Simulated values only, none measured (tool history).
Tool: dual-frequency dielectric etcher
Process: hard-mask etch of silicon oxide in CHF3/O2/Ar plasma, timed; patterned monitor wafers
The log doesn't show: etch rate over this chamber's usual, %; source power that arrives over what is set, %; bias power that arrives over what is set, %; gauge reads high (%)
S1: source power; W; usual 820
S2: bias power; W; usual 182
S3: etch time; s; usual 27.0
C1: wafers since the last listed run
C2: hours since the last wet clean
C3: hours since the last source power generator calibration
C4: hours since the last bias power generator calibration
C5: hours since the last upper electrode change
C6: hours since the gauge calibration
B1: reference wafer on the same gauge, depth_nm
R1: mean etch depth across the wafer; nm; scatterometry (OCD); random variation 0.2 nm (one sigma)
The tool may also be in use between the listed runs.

Run 1, hour 0.0: usual settings but S1 750 W; C1 0; C2 134.2; C3 3929.6; C4 2866.0; C5 5585.8; C6 289.8; B1 55.2. Result: R1 55.3 nm.
Run 2, hour 40.5: usual settings but S1 750 W; C1 350; C2 174.7; C3 3970.1; C4 2906.5; C5 5626.3; C6 330.3; B1 55.2. Result: R1 55.7 nm.
Run 3, hour 100.6: usual settings; C1 519; C2 234.8; C3 4030.2; C4 2966.6; C5 5686.4; C6 390.4; B1 55.2. Result: R1 58.8 nm.
Run 4, hour 129.1: usual settings; C1 246; C2 263.3; C3 4058.7; C4 2995.1; C5 5714.9; C6 418.9; B1 55.2. Result: R1 59.3 nm.
Run 5, hour 158.5: usual settings but S2 204 W; C1 254; C2 292.7; C3 4088.1; C4 3024.5; C5 5744.3; C6 448.3; B1 55.2. Result: R1 61.1 nm.
Run 6, hour 204.7: usual settings; C1 399; C2 338.9; C3 4134.3; C4 3070.7; C5 5790.5; C6 494.5; B1 55.2. Result: R1 59.3 nm.
Run 7, hour 231.6: usual settings; C1 232; C2 365.8; C3 4161.2; C4 3097.6; C5 5817.4; C6 521.4; B1 55.1. Result: R1 59.3 nm.
At hour 299.6: wet clean of the chamber.
Run 8, hour 300.1: usual settings; C1 384; C2 0.5; C3 4229.7; C4 3166.1; C5 5885.9; C6 589.9; B1 55.2. Result: R1 53.1 nm.
At hour 313.3: source power generator calibrated.
At hour 331.8: gauge calibrated.
Run 9, hour 355.4: usual settings but S1 740 W, S2 210 W; C1 443; C2 55.8; C3 42.1; C4 3221.4; C5 5941.2; C6 23.6; B1 55.2. Result: R1 52.5 nm.
Run 10, hour 383.6: usual settings but S1 740 W, S2 210 W; C1 243; C2 84.0; C3 70.3; C4 3249.6; C5 5969.4; C6 51.8; B1 55.2. Result: R1 52.8 nm.
At hour 413.0: bias power generator calibrated.
Run 11, hour 440.1: usual settings but S1 740 W, S2 210 W; C1 453; C2 140.5; C3 126.8; C4 27.1; C5 6025.9; C6 108.3; B1 55.2. Result: R1 52.8 nm.
At hour 474.8: wet clean of the chamber, repeated, since the last time left the tool worse.
Run 12, hour 501.7: usual settings but S3 20.0 s; C1 325; C2 26.9; C3 188.4; C4 88.7; C5 6087.5; C6 169.9; B1 55.3. Result: R1 42.9 nm.
At hour 575.1: upper electrode replaced.
Run 13, hour 575.6: usual settings; C1 431; C2 100.8; C3 262.3; C4 162.6; C5 0.5; C6 243.8; B1 55.2. Result: R1 58.0 nm.
Run 14, hour 621.9: usual settings; C1 400; C2 147.1; C3 308.6; C4 208.9; C5 46.8; C6 290.1; B1 55.3. Result: R1 58.2 nm.
Run 15, hour 662.1: usual settings but S2 160 W, S3 22.5 s; C1 347; C2 187.3; C3 348.8; C4 249.1; C5 87.0; C6 330.3; B1 55.2. Result: R1 47.2 nm.
Run 16, hour 693.7: usual settings but S3 23.0 s; C1 273; C2 218.9; C3 380.4; C4 280.7; C5 118.6; C6 361.9; B1 55.2. Result: R1 49.7 nm.
Run 17, hour 764.1: usual settings but S1 720 W, S2 224 W; C1 608; C2 289.3; C3 450.8; C4 351.1; C5 189.0; C6 432.3; B1 55.2. Result: R1 57.7 nm.
At hour 802.9: gauge calibrated.
Run 18, hour 808.1: usual settings but S2 147 W; C1 380; C2 333.3; C3 494.8; C4 395.1; C5 233.0; C6 5.2; B1 55.2. Result: R1 55.5 nm.

Forecast run 19:
At hour 847.7: wet clean of the chamber.
Run 19, hour 852.8: usual settings but S3 30.5 s; C1 178; C2 5.1; C3 539.5; C4 439.8; C5 277.7; C6 49.9; B1 ?. Result: R1 ?.

Run 19 gave B1 55.2, R1 65.1 nm.
Without the tool's hidden state the same run would have given R1 64.9 nm.

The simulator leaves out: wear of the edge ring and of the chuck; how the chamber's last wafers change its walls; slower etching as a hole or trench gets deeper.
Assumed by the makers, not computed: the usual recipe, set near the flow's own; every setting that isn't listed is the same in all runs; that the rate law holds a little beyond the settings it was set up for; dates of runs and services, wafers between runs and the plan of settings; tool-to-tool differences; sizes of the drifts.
